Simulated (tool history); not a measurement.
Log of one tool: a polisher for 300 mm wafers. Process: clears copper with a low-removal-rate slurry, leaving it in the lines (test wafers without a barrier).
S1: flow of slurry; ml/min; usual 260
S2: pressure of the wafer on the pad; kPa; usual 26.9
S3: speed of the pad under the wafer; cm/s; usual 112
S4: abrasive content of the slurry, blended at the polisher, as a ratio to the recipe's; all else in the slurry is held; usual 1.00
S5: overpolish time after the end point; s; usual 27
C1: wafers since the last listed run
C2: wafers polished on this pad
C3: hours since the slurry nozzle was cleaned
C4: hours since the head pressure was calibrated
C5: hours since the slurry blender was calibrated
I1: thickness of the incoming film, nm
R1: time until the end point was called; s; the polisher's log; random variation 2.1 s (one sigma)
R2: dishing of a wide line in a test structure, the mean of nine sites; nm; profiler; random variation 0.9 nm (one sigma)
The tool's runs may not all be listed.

Run 1, hour 0.0: usual settings; C1 0; C2 64; C3 427.0; C4 516.3; C5 126.6; I1 585.8. Result: R1 148.7 s, R2 57.5 nm.
Run 2, hour 35.4: usual settings; C1 321; C2 386; C3 462.4; C4 551.7; C5 162.0; I1 587.0. Result: R1 153.0 s, R2 55.6 nm.
Run 3, hour 48.8: usual settings; C1 121; C2 508; C3 475.8; C4 565.1; C5 175.4; I1 577.4. Result: R1 156.0 s, R2 55.8 nm.
Run 4, hour 79.3: usual settings; C1 277; C2 785; C3 506.3; C4 595.6; C5 205.9; I1 581.9. Result: R1 159.7 s, R2 55.2 nm.
At hour 94.4: slurry nozzle cleaned.
Run 5, hour 94.9: usual settings; C1 132; C2 918; C3 0.5; C4 611.2; C5 221.5; I1 579.4. Result: R1 168.2 s, R2 54.3 nm.
Run 6, hour 128.7: usual settings; C1 307; C2 1225; C3 34.3; C4 645.0; C5 255.3; I1 575.5. Result: R1 169.8 s, R2 51.4 nm.
At hour 140.9: worn pad replaced by a new one.
Run 7, hour 155.6: usual settings; C1 208; C2 133; C3 61.2; C4 671.9; C5 282.2; I1 579.5. Result: R1 149.0 s, R2 55.6 nm.
Run 8, hour 185.2: usual settings; C1 269; C2 402; C3 90.8; C4 701.5; C5 311.8; I1 573.2. Result: R1 154.1 s, R2 54.4 nm.
Run 9, hour 210.5: usual settings but S2 22.1 kPa; C1 230; C2 632; C3 116.1; C4 726.8; C5 337.1; I1 584.3. Result: R1 194.2 s, R2 45.3 nm.
Run 10, hour 233.1: usual settings; C1 205; C2 838; C3 138.7; C4 749.4; C5 359.7; I1 584.8. Result: R1 165.1 s, R2 55.4 nm.
Run 11, hour 259.2: usual settings; C1 237; C2 1075; C3 164.8; C4 775.5; C5 385.8; I1 575.0. Result: R1 166.4 s, R2 53.7 nm.
At hour 267.1: worn pad replaced by a new one.
Run 12, hour 295.1: usual settings; C1 290; C2 254; C3 200.7; C4 811.4; C5 421.7; I1 580.8. Result: R1 148.8 s, R2 56.2 nm.
Run 13, hour 309.0: usual settings; C1 126; C2 381; C3 214.6; C4 825.3; C5 435.6; I1 582.3. Result: R1 152.7 s, R2 55.0 nm.
Run 14, hour 328.6: usual settings but S1 180 ml/min, S2 33.8 kPa, S5 33 s; C1 178; C2 559; C3 234.2; C4 844.9; C5 455.2; I1 576.9. Result: R1 129.4 s, R2 74.4 nm.
At hour 344.8: slurry blender recalibrated.
Run 15, hour 355.8: usual settings but S1 180 ml/min, S3 92 cm/s; C1 229; C2 788; C3 261.4; C4 872.1; C5 11.0; I1 584.3. Result: R1 189.1 s, R2 47.6 nm.
Run 16, hour 396.6: usual settings but S3 126 cm/s, S4 1.25, S5 12 s; C1 370; C2 1159; C3 302.2; C4 912.9; C5 51.8; I1 578.8. Result: R1 147.9 s, R2 29.6 nm.
At hour 413.3: worn pad replaced by a new one.
Run 17, hour 422.9: usual settings but S2 23.4 kPa; C1 202; C2 87; C3 328.5; C4 939.2; C5 78.1; I1 574.2. Result: R1 174.3 s, R2 50.0 nm.
Run 18, hour 452.4: usual settings but S5 36 s; C1 268; C2 355; C3 358.0; C4 968.7; C5 107.6; I1 577.6. Result: R1 158.3 s, R2 70.0 nm.
Run 19, hour 485.2: usual settings but S1 310 ml/min, S2 33.8 kPa, S4 0.85, S5 35 s; C1 298; C2 653; C3 390.8; C4 1001.5; C5 140.4; I1 572.6. Result: R1 124.2 s, R2 77.7 nm.
At hour 502.3: head pressure recalibrated.
Run 20, hour 502.8: usual settings but S4 0.85; C1 141; C2 795; C3 408.4; C4 0.5; C5 158.0; I1 580.2. Result: R1 162.0 s, R2 53.7 nm.
Run 21, hour 517.9: usual settings; C1 137; C2 932; C3 423.5; C4 15.6; C5 173.1; I1 581.3. Result: R1 167.4 s, R2 54.4 nm.
At hour 519.0: slurry nozzle cleaned.
At hour 548.7: worn pad replaced by a new one.
Run 22, hour 549.2: usual settings but S1 295 ml/min, S2 31.7 kPa, S5 41 s; C1 239; C2 4; C3 30.2; C4 46.9; C5 204.4; I1 583.5. Result: R1 126.4 s, R2 85.5 nm.
Run 23, hour 568.7: usual settings but S1 320 ml/min, S2 33.1 kPa, S3 136 cm/s, S4 0.75; C1 177; C2 181; C3 49.7; C4 66.4; C5 223.9; I1 571.5. Result: R1 110.2 s, R2 73.3 nm.
Run 24, hour 600.3: usual settings; C1 287; C2 468; C3 81.3; C4 98.0; C5 255.5; I1 577.2. Result: R1 151.8 s, R2 56.4 nm.
Run 25, hour 628.7: usual settings but S1 205 ml/min, S2 30.3 kPa; C1 258; C2 727; C3 109.7; C4 126.4; C5 283.9; I1 575.3. Result: R1 147.2 s, R2 59.4 nm.
Run 26, hour 640.9: usual settings but S5 36 s; C1 110; C2 837; C3 121.9; C4 138.6; C5 296.1; I1 581.5. Result: R1 160.9 s, R2 66.2 nm.
Run 27, hour 670.0: usual settings but S1 285 ml/min, S4 0.90, S5 20 s; C1 264; C2 1102; C3 151.0; C4 167.7; C5 325.2; I1 587.6. Result: R1 167.2 s, R2 42.5 nm.

Forecast each of these 4 alternatives for the next run:
Run A, hour 670.5: usual settings; C1 4; C2 1107; C3 151.5; C4 168.2; C5 325.7; I1 580.4. Result: R1 ?, R2 ?.
Run B, hour 670.5: usual settings but S1 185 ml/min, S3 92 cm/s, S5 38 s; C1 4; C2 1107; C3 151.5; C4 168.2; C5 325.7; I1 580.4. Result: R1 ?, R2 ?.
Run C, hour 670.5: usual settings but S2 32.4 kPa, S3 142 cm/s, S4 1.25, S5 38 s; C1 4; C2 1107; C3 151.5; C4 168.2; C5 325.7; I1 580.4. Result: R1 ?, R2 ?.
Run D, hour 670.5: usual settings but S1 175 ml/min, S3 138 cm/s, S4 1.30; C1 4; C2 1107; C3 151.5; C4 168.2; C5 325.7; I1 580.4. Result: R1 ?, R2 ?.

run     R1    R2
  A  169.0  53.5
  B  198.5  61.0
  C  117.6  87.1
  D  152.1  57.8
Without the tool's hidden state the same runs would have given:
run     R1    R2
  A  150.4  58.3
  B  176.6  66.2
  C  104.6  92.8
  D  135.3  62.8
